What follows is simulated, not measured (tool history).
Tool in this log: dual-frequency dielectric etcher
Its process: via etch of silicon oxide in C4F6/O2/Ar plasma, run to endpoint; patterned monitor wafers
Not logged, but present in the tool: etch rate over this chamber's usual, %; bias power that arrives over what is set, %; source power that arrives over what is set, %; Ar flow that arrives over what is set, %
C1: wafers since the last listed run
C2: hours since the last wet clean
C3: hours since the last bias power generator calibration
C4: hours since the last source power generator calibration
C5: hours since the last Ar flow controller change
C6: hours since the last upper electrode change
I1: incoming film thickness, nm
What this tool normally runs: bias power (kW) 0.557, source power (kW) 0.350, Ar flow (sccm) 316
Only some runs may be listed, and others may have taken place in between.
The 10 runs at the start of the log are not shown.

run 11 day=8.479 | bias_power_(kW)=0.557 source_power_(kW)=0.350 Ar_flow_(sccm)=316 | C1=217 C2=204.0 C3=3412.8 C4=1595.7 C5=3851.0 C6=6150.6 | I1=162.4 | endpoint_time_(s)=35.2
run 12 day=9.183 | bias_power_(kW)=0.557 source_power_(kW)=0.350 Ar_flow_(sccm)=316 | C1=185 C2=220.9 C3=3429.7 C4=1612.6 C5=3867.9 C6=6167.5 | I1=160.2 | endpoint_time_(s)=35.1
run 13 day=10.612 | bias_power_(kW)=0.611 source_power_(kW)=0.350 Ar_flow_(sccm)=316 | C1=376 C2=255.2 C3=3464.0 C4=1646.9 C5=3902.2 C6=6201.8 | I1=159.1 | endpoint_time_(s)=33.4
run 14 day=11.983 | bias_power_(kW)=0.557 source_power_(kW)=0.280 Ar_flow_(sccm)=382 | C1=360 C2=288.1 C3=3496.9 C4=1679.8 C5=3935.1 C6=6234.7 | I1=160.7 | endpoint_time_(s)=39.4
-- day=12.800 bias power generator calibrated
-- day=13.312 Ar flow controller replaced
run 15 day=13.829 | bias_power_(kW)=0.651 source_power_(kW)=0.350 Ar_flow_(sccm)=251 | C1=376 C2=332.4 C3=24.7 C4=1724.1 C5=12.4 C6=6279.0 | I1=160.4 | endpoint_time_(s)=32.6
run 16 day=15.075 | bias_power_(kW)=0.603 source_power_(kW)=0.350 Ar_flow_(sccm)=316 | C1=327 C2=362.3 C3=54.6 C4=1754.0 C5=42.3 C6=6308.9 | I1=160.2 | endpoint_time_(s)=33.8
run 17 day=15.758 | bias_power_(kW)=0.475 source_power_(kW)=0.390 Ar_flow_(sccm)=363 | C1=179 C2=378.7 C3=71.0 C4=1770.4 C5=58.7 C6=6325.3 | I1=160.7 | endpoint_time_(s)=34.9
run 18 day=16.388 | bias_power_(kW)=0.557 source_power_(kW)=0.320 Ar_flow_(sccm)=316 | C1=165 C2=393.8 C3=86.1 C4=1785.5 C5=73.8 C6=6340.4 | I1=160.3 | endpoint_time_(s)=36.0
run 19 day=17.225 | bias_power_(kW)=0.652 source_power_(kW)=0.350 Ar_flow_(sccm)=316 | C1=220 C2=413.9 C3=106.2 C4=1805.6 C5=93.9 C6=6360.5 | I1=160.8 | endpoint_time_(s)=32.7
-- day=18.583 upper electrode replaced, of another model than before
run 20 day=18.604 | bias_power_(kW)=0.557 source_power_(kW)=0.350 Ar_flow_(sccm)=316 | C1=99 C2=447.0 C3=139.3 C4=1838.7 C5=127.0 C6=0.5 | I1=160.6 | endpoint_time_(s)=33.8
run 21 day=19.788 | bias_power_(kW)=0.557 source_power_(kW)=0.400 Ar_flow_(sccm)=359 | C1=311 C2=475.4 C3=167.7 C4=1867.1 C5=155.4 C6=28.9 | I1=160.8 | endpoint_time_(s)=31.8
run 22 day=20.538 | bias_power_(kW)=0.623 source_power_(kW)=0.430 Ar_flow_(sccm)=366 | C1=197 C2=493.4 C3=185.7 C4=1885.1 C5=173.4 C6=46.9 | I1=161.1 | endpoint_time_(s)=29.6
-- day=20.746 source power generator calibrated
-- day=22.388 wet clean of the chamber
run 23 day=22.408 | bias_power_(kW)=0.557 source_power_(kW)=0.350 Ar_flow_(sccm)=316 | C1=185 C2=0.5 C3=230.6 C4=39.9 C5=218.3 C6=91.8 | I1=161.8 | endpoint_time_(s)=36.2
run 24 day=23.792 | bias_power_(kW)=0.510 source_power_(kW)=0.400 Ar_flow_(sccm)=316 | C1=364 C2=33.7 C3=263.8 C4=73.1 C5=251.5 C6=125.0 | I1=160.0 | endpoint_time_(s)=32.7
run 25 day=24.417 | bias_power_(kW)=0.557 source_power_(kW)=0.350 Ar_flow_(sccm)=316 | C1=164 C2=48.7 C3=278.8 C4=88.1 C5=266.5 C6=140.0 | I1=159.9 | endpoint_time_(s)=35.6
run 26 day=25.729 | bias_power_(kW)=0.446 source_power_(kW)=0.400 Ar_flow_(sccm)=394 | C1=345 C2=80.2 C3=310.3 C4=119.6 C5=298.0 C6=171.5 | I1=159.6 | endpoint_time_(s)=33.9
run 27 day=26.350 | bias_power_(kW)=0.557 source_power_(kW)=0.350 Ar_flow_(sccm)=316 | C1=163 C2=95.1 C3=325.2 C4=134.5 C5=312.9 C6=186.4 | I1=160.8 | endpoint_time_(s)=35.7
run 28 day=27.354 | bias_power_(kW)=0.628 source_power_(kW)=0.400 Ar_flow_(sccm)=276 | C1=264 C2=119.2 C3=349.3 C4=158.6 C5=337.0 C6=210.5 | I1=160.0 | endpoint_time_(s)=31.1
run 29 day=28.471 | bias_power_(kW)=0.694 source_power_(kW)=0.390 Ar_flow_(sccm)=316 | C1=293 C2=146.0 C3=376.1 C4=185.4 C5=363.8 C6=237.3 | I1=160.9 | endpoint_time_(s)=30.8
run 30 day=29.558 | bias_power_(kW)=0.619 source_power_(kW)=0.430 Ar_flow_(sccm)=316 | C1=286 C2=172.1 C3=402.2 C4=211.5 C5=389.9 C6=263.4 | I1=162.4 | endpoint_time_(s)=29.7

Branching from run 30: 3 alternative next runs. What would each branch give?
run A day=29.575 | bias_power_(kW)=0.557 source_power_(kW)=0.270 Ar_flow_(sccm)=316 | C1=4 C2=172.5 C3=402.6 C4=211.9 C5=390.3 C6=263.8 | I1=163.2 | endpoint_time_(s)=?
run B day=29.575 | bias_power_(kW)=0.557 source_power_(kW)=0.350 Ar_flow_(sccm)=336 | C1=4 C2=172.5 C3=402.6 C4=211.9 C5=390.3 C6=263.8 | I1=163.2 | endpoint_time_(s)=?
run C day=29.575 | bias_power_(kW)=0.557 source_power_(kW)=0.290 Ar_flow_(sccm)=367 | C1=4 C2=172.5 C3=402.6 C4=211.9 C5=390.3 C6=263.8 | I1=163.2 | endpoint_time_(s)=?

run=A endpoint_time_(s)=44.7
run=B endpoint_time_(s)=35.7
run=C endpoint_time_(s)=42.2
Without the tool's hidden state the same runs would have given:
run=A endpoint_time_(s)=45.4
run=B endpoint_time_(s)=36.2
run=C endpoint_time_(s)=42.8
